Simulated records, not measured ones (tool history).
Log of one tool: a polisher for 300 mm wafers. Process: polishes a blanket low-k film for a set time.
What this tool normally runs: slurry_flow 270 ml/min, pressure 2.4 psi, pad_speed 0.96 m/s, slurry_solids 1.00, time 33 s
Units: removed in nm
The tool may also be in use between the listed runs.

run,hour,slurry_flow,pressure,pad_speed,slurry_solids,time,wafers since the last listed run,wafers polished on this pad,hours since the slurry nozzle was cleaned,hours since the head pressure was calibrated,hours since the slurry blender was calibrated,hours since the conditioning disc was replaced,"incoming thickness of the incoming film, nm",removed
1,0.0,270,2.4,0.96,1.00,33,0,1449,40.9,280.0,281.4,129.8,454.8,17.8
2,56.2,270,2.4,0.96,1.00,33,513,1962,97.1,336.2,337.6,186.0,462.0,17.9
# hour 62.8: slurry blender recalibrated
3,124.2,270,2.4,0.96,1.00,33,602,2564,165.1,404.2,61.4,254.0,460.3,17.7
# hour 144.9: head pressure recalibrated
# hour 180.0: worn pad replaced by a new one
# hour 200.5: conditioning disc replaced and pad reconditioned
4,225.3,205,2.4,0.96,1.00,36,849,395,266.2,80.4,162.5,24.8,459.8,18.4
# hour 264.3: slurry nozzle cleaned
5,303.7,205,2.4,0.96,1.00,36,706,1101,39.4,158.8,240.9,103.2,465.0,18.6
# hour 346.8: slurry blender recalibrated
6,368.8,270,2.4,0.96,0.90,33,576,1677,104.5,223.9,22.0,168.3,461.4,16.1
# hour 490.2: conditioning disc replaced and pad reconditioned
# hour 491.3: worn pad replaced by a new one
7,595.3,270,2.4,0.96,1.00,33,2039,949,331.0,450.4,248.5,105.1,462.8,17.6
# hour 599.4: slurry nozzle cleaned
# hour 601.2: head pressure recalibrated
# hour 636.1: slurry blender recalibrated
8,689.8,340,2.4,0.96,0.80,33,818,1768,90.4,88.6,53.7,199.6,462.2,13.8
# hour 797.8: worn pad replaced by a new one
# hour 819.6: conditioning disc replaced and pad reconditioned
# hour 908.1: slurry nozzle cleaned
# hour 948.5: slurry blender recalibrated
9,951.1,210,3.1,1.14,1.00,33,2303,1353,43.0,349.9,2.6,131.5,463.3,22.5
10,995.4,270,2.4,0.96,1.00,33,404,1758,87.3,394.2,46.9,175.8,459.3,17.7
# hour 1018.4: head pressure recalibrated
# hour 1084.9: conditioning disc replaced and pad reconditioned
11,1102.2,365,2.4,0.96,1.00,33,938,2696,194.1,83.8,153.7,17.3,455.9,17.1
# hour 1114.8: worn pad replaced by a new one
12,1183.8,270,2.4,0.96,1.00,33,708,629,275.7,165.4,235.3,98.9,452.3,17.1
13,1223.8,270,2.4,1.10,0.85,33,365,994,315.7,205.4,275.3,138.9,463.5,16.5
# hour 1253.5: slurry blender recalibrated
14,1260.7,270,2.2,0.96,1.00,25,318,1313,352.6,242.3,7.2,175.8,457.6,12.6
# hour 1273.8: slurry nozzle cleaned
15,1342.0,310,1.9,1.20,1.20,33,733,2046,68.2,323.6,88.5,257.1,458.8,20.4
# hour 1421.2: conditioning disc replaced and pad reconditioned
# hour 1423.6: head pressure recalibrated
16,1437.5,270,2.2,0.96,1.00,25,835,2881,163.7,13.9,184.0,16.3,460.3,11.9
# hour 1457.8: worn pad replaced by a new one
17,1512.6,340,2.4,1.28,1.00,33,649,500,238.8,89.0,259.1,91.4,459.5,20.5

Table of differences, measured result less the result of that run with no hidden state. Run-to-run variation is the same in both. Gauge scatter possibly is not:
Hidden conditions of the tool in this case: removal rate lost through wear of the pad, %; slurry flow missing at the pad, %; deviation of the head's pressure from its setpoint, %; abrasive missing from the slurry, %; time polished since the conditioner stopped cutting, s.
run,removed
1,+1.1
2,+1.2
3,+1.3
4,+0.6
5,+0.9
6,+0.9
7,+1.2
8,+0.3
9,+1.3
10,+1.1
11,+0.4
12,+0.8
13,+0.8
14,+0.7
15,+1.2
16,-0.1
17,+0.5
